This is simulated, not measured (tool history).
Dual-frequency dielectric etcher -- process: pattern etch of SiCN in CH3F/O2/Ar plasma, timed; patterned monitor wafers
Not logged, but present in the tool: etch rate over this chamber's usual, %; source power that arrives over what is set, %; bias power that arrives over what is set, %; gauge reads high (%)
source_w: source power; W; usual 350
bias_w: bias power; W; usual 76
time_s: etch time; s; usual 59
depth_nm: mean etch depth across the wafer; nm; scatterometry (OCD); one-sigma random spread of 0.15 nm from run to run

run    hour  source_w  bias_w  time_s  wafers since the last listed run  hours since the last wet clean  hours since the last source power generator calibration  hours since the last bias power generator calibration  hours since the last upper electrode change  hours since the gauge calibration  read-back reference wafer on the same gauge, depth_nm  depth_nm
  1       0       350      89      59                                 0                             196                                                   2169.2                                                  871.4                                       1409.6                              484.6                                                  23.89     23.56
  2    49.4       350      89      59                               341                           245.4                                                   2218.6                                                  920.8                                         1459                                534                                                  23.89     23.56
  3   131.8       350      89      59                               569                           327.8                                                     2301                                                 1003.2                                       1541.4                              616.4                                                  23.86     23.93
      262.9  -- source power generator calibrated
  4   302.4       350      76      59                              1151                           498.4                                                     39.5                                                 1173.8                                         1712                                787                                                  23.89     22.38
  5   328.6       350      76      59                               181                           524.6                                                     65.7                                                   1200                                       1738.2                              813.2                                                   23.9     22.57
      409.6  -- wet clean of the chamber
  6   410.1       350      76      59                               397                             0.5                                                    147.2                                                 1281.5                                       1819.7                              894.7                                                  23.97     20.54
  7   436.2       350      76      59                               180                            26.6                                                    173.3                                                 1307.6                                       1845.8                              920.8                                                  23.99     20.72
  8   487.9       350      76      59                               357                            78.3                                                      225                                                 1359.3                                       1897.5                              972.5                                                  23.92     20.71
  9   518.8       350      76      59                               213                           109.2                                                    255.9                                                 1390.2                                       1928.4                             1003.4                                                  23.92     20.69
 10     561       350      76      59                               291                           151.4                                                    298.1                                                 1432.4                                       1970.6                             1045.6                                                  23.88      20.9
 11   585.6       350      76      59                               170                             176                                                    322.7                                                   1457                                       1995.2                             1070.2                                                  23.87     20.88
 12   625.1       270      83    71.5                               273                           215.5                                                    362.2                                                 1496.5                                       2034.7                             1109.7                                                  23.98     24.18
 13   665.1       420      76      59                               276                           255.5                                                    402.2                                                 1536.5                                       2074.7                             1149.7                                                  23.85     22.04
 14   729.3       330      86      47                               443                           319.7                                                    466.4                                                 1600.7                                       2138.9                             1213.9                                                  23.87     17.12
      795.9  -- wet clean of the chamber, repeated, since the last time left the tool worse
 15   796.4       320      76      59                               297                             0.5                                                    533.5                                                 1667.8                                         2206                               1281                                                  23.91     21.25
 16   842.6       390      66      73                               319                            46.7                                                    579.7                                                   1714                                       2252.2                             1327.2                                                  23.89     26.74
        908  -- gauge calibrated
 17   912.6       350      76      59                               483                           116.7                                                    649.7                                                   1784                                       2322.2                                4.6                                                  23.86     21.82
 18   949.7       350      76      59                               256                           153.8                                                    686.8                                                 1821.1                                       2359.3                               41.7                                                  23.86     22.13
 19   974.8       430      59      59                               173                           178.9                                                    711.9                                                 1846.2                                       2384.4                               66.8                                                  23.87     21.45
 20  1044.1       310      89    68.5                               479                           248.2                                                    781.2                                                 1915.5                                       2453.7                              136.1                                                  23.89     26.63
     1081.3  -- upper electrode replaced
 21  1083.7       350      67      59                               107                           287.8                                                    820.8                                                 1955.1                                          2.4                              175.7                                                  23.93     20.99
     1109.2  -- bias power generator calibrated
 22    1149       350      76      46                               423                           353.1                                                    886.1                                                   39.8                                         67.7                                241                                                   23.9     17.52
 23  1205.9       350      76      59                               393                             410                                                      943                                                   96.7                                        124.6                              297.9                                                  23.96     22.52
 24  1268.8       350      76      59                               434                           472.9                                                   1005.9                                                  159.6                                        187.5                              360.8                                                  23.88     22.32
 25  1329.8       290      68      59                               421                           533.9                                                   1066.9                                                  220.6                                        248.5                              421.8                                                  23.89     20.32
 26  1360.4       380      58    45.5                               211                           564.5                                                   1097.5                                                  251.2                                        279.1                              452.4                                                  23.89     16.05
     1415.3  -- wet clean of the chamber
 27  1415.8       290      76    66.5                               217                             0.5                                                   1152.9                                                  306.6                                        334.5                              507.8                                                  23.94     23.37
 28  1483.2       410      87      67                               465                            67.9                                                   1220.3                                                    374                                        401.9                              575.2                                                  23.92     27.45
 29  1544.3       310      76    67.5                               422                             129                                                   1281.4                                                  435.1                                          463                              636.3                                                   23.9     24.16
 30  1601.7       350      76      59                               396                           186.4                                                   1338.8                                                  492.5                                        520.4                              693.7                                                  23.93     22.19

4 options for the next run, each taken on its own from the tool as it stands now. Forecast them:
  A  1602.1       380      76      59                                 2                           186.8                                                   1339.2                                                  492.9                                        520.8                              694.1                                                      ?         ?
  B  1602.1       420      90      59                                 2                           186.8                                                   1339.2                                                  492.9                                        520.8                              694.1                                                      ?         ?
  C  1602.1       400      89    44.5                                 2                           186.8                                                   1339.2                                                  492.9                                        520.8                              694.1                                                      ?         ?
  D  1602.1       350      87      59                                 2                           186.8                                                   1339.2                                                  492.9                                        520.8                              694.1                                                      ?         ?

run  read-back reference wafer on the same gauge, depth_nm  depth_nm
  A                                                  23.83     22.59
  B                                                  23.83      24.9
  C                                                  23.83     18.44
  D                                                  23.83     23.34
Without the tool's unlogged condition, the same runs would have read:
run  depth_nm
  A      22.5
  B      24.8
  C     18.36
  D     23.25

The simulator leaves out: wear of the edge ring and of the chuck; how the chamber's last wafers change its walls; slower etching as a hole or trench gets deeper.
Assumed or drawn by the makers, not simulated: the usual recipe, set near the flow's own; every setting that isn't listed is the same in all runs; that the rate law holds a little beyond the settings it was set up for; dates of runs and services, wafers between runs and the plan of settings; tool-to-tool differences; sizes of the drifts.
